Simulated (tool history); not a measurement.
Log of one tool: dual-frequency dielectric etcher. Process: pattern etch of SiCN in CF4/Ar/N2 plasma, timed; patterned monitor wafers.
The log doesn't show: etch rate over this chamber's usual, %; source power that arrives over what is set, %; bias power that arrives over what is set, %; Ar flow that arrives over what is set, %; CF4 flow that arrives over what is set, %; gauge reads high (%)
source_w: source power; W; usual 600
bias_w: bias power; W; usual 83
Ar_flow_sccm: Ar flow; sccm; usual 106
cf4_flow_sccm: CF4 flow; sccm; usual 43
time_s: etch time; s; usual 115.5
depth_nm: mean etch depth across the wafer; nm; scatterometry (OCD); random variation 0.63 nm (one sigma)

| run | hour | source_w | bias_w | Ar_flow_sccm | cf4_flow_sccm | time_s | wafers since the last listed run | hours since the last wet clean | hours since the last source power generator calibration | hours since the last bias power generator calibration | hours since the last Ar flow controller change | hours since the last CF4 flow controller change | hours since the last upper electrode change | hours since the gauge calibration | read-back reference wafer on the same gauge, depth_nm | depth_nm |
|---|---|---|---|---|---|---|---|---|---|---|---|---|---|---|---|---|
| 1 | 0.0 | 600 | 83 | 106 | 43 | 115.5 | 0 | 21.0 | 1406.1 | 2.2 | 2597.1 | 90.3 | 2521.9 | 25.6 | 127.3 | 120.3 |
| 2 | 22.1 | 600 | 83 | 106 | 43 | 115.5 | 148 | 43.1 | 1428.2 | 24.3 | 2619.2 | 112.4 | 2544.0 | 47.7 | 127.2 | 120.2 |
| 3 | 45.9 | 600 | 83 | 106 | 43 | 115.5 | 160 | 66.9 | 1452.0 | 48.1 | 2643.0 | 136.2 | 2567.8 | 71.5 | 127.1 | 120.9 |
| 4 | 63.1 | 600 | 76 | 106 | 52 | 86.5 | 115 | 84.1 | 1469.2 | 65.3 | 2660.2 | 153.4 | 2585.0 | 88.7 | 126.8 | 90.5 |
| 5 | 76.7 | 600 | 83 | 106 | 49 | 115.5 | 91 | 97.7 | 1482.8 | 78.9 | 2673.8 | 167.0 | 2598.6 | 102.3 | 127.2 | 121.8 |
| 6 | 105.2 | 600 | 83 | 106 | 43 | 115.5 | 191 | 126.2 | 1511.3 | 107.4 | 2702.3 | 195.5 | 2627.1 | 130.8 | 127.0 | 121.0 |
| 7 | 133.2 | 600 | 65 | 96 | 46 | 115.5 | 188 | 154.2 | 1539.3 | 135.4 | 2730.3 | 223.5 | 2655.1 | 158.8 | 127.2 | 118.1 |
|  | 141.2 | Ar flow controller replaced |
| 8 | 161.6 | 600 | 90 | 106 | 43 | 115.5 | 150 | 182.6 | 1567.7 | 163.8 | 20.4 | 251.9 | 2683.5 | 187.2 | 126.7 | 123.5 |
| 9 | 189.5 | 700 | 83 | 106 | 43 | 115.5 | 187 | 210.5 | 1595.6 | 191.7 | 48.3 | 279.8 | 2711.4 | 215.1 | 127.1 | 141.0 |
| 10 | 215.1 | 600 | 83 | 106 | 53 | 82.0 | 172 | 236.1 | 1621.2 | 217.3 | 73.9 | 305.4 | 2737.0 | 240.7 | 127.1 | 88.1 |
| 11 | 243.2 | 600 | 83 | 106 | 43 | 115.5 | 189 | 264.2 | 1649.3 | 245.4 | 102.0 | 333.5 | 2765.1 | 268.8 | 127.3 | 121.9 |
| 12 | 262.1 | 690 | 83 | 106 | 43 | 115.5 | 127 | 283.1 | 1668.2 | 264.3 | 120.9 | 352.4 | 2784.0 | 287.7 | 127.0 | 139.0 |
| 13 | 281.0 | 600 | 83 | 106 | 43 | 115.5 | 127 | 302.0 | 1687.1 | 283.2 | 139.8 | 371.3 | 2802.9 | 306.6 | 127.0 | 121.8 |
| 14 | 298.1 | 540 | 83 | 96 | 43 | 96.5 | 115 | 319.1 | 1704.2 | 300.3 | 156.9 | 388.4 | 2820.0 | 323.7 | 127.1 | 94.0 |
| 15 | 326.7 | 600 | 99 | 106 | 52 | 84.0 | 192 | 347.7 | 1732.8 | 328.9 | 185.5 | 417.0 | 2848.6 | 352.3 | 126.9 | 95.5 |
|  | 332.9 | source power generator calibrated |
| 16 | 346.4 | 750 | 75 | 87 | 33 | 115.5 | 105 | 367.4 | 13.5 | 348.6 | 205.2 | 436.7 | 2868.3 | 372.0 | 127.0 | 154.8 |
|  | 393.2 | upper electrode replaced |
| 17 | 449.0 | 510 | 83 | 106 | 43 | 127.0 | 529 | 470.0 | 116.1 | 451.2 | 307.8 | 539.3 | 55.8 | 474.6 | 126.9 | 124.1 |
| 18 | 481.8 | 600 | 83 | 106 | 43 | 115.5 | 220 | 502.8 | 148.9 | 484.0 | 340.6 | 572.1 | 88.6 | 507.4 | 127.0 | 131.1 |
| 19 | 539.8 | 600 | 83 | 106 | 43 | 115.5 | 390 | 560.8 | 206.9 | 542.0 | 398.6 | 630.1 | 146.6 | 565.4 | 127.0 | 130.8 |
| 20 | 573.9 | 600 | 104 | 123 | 43 | 115.5 | 229 | 594.9 | 241.0 | 576.1 | 432.7 | 664.2 | 180.7 | 599.5 | 127.0 | 137.9 |
|  | 598.3 | wet clean of the chamber |
| 21 | 598.8 | 600 | 83 | 106 | 43 | 115.5 | 6 | 0.5 | 265.9 | 601.0 | 457.6 | 689.1 | 205.6 | 624.4 | 127.1 | 123.1 |
|  | 649.5 | gauge calibrated |
| 22 | 692.0 | 600 | 72 | 106 | 43 | 140.0 | 627 | 93.7 | 359.1 | 694.2 | 550.8 | 782.3 | 298.8 | 42.5 | 126.9 | 145.2 |

3 ways to go on from here, each from the tool as it stands after run 22. What would each give?
| A | 692.4 | 600 | 83 | 106 | 43 | 115.5 | 2 | 94.1 | 359.5 | 694.6 | 551.2 | 782.7 | 299.2 | 42.9 | ? | ? |
| B | 692.4 | 680 | 63 | 106 | 38 | 145.5 | 2 | 94.1 | 359.5 | 694.6 | 551.2 | 782.7 | 299.2 | 42.9 | ? | ? |
| C | 692.4 | 600 | 83 | 106 | 39 | 129.0 | 2 | 94.1 | 359.5 | 694.6 | 551.2 | 782.7 | 299.2 | 42.9 | ? | ? |

| run | read-back reference wafer on the same gauge, depth_nm | depth_nm |
|---|---|---|
| A | 127.0 | 124.8 |
| B | 127.0 | 163.1 |
| C | 127.0 | 138.0 |
Without the tool's hidden state the same runs would have given:
| run | depth_nm |
|---|---|
| A | 125.0 |
| B | 163.4 |
| C | 138.2 |
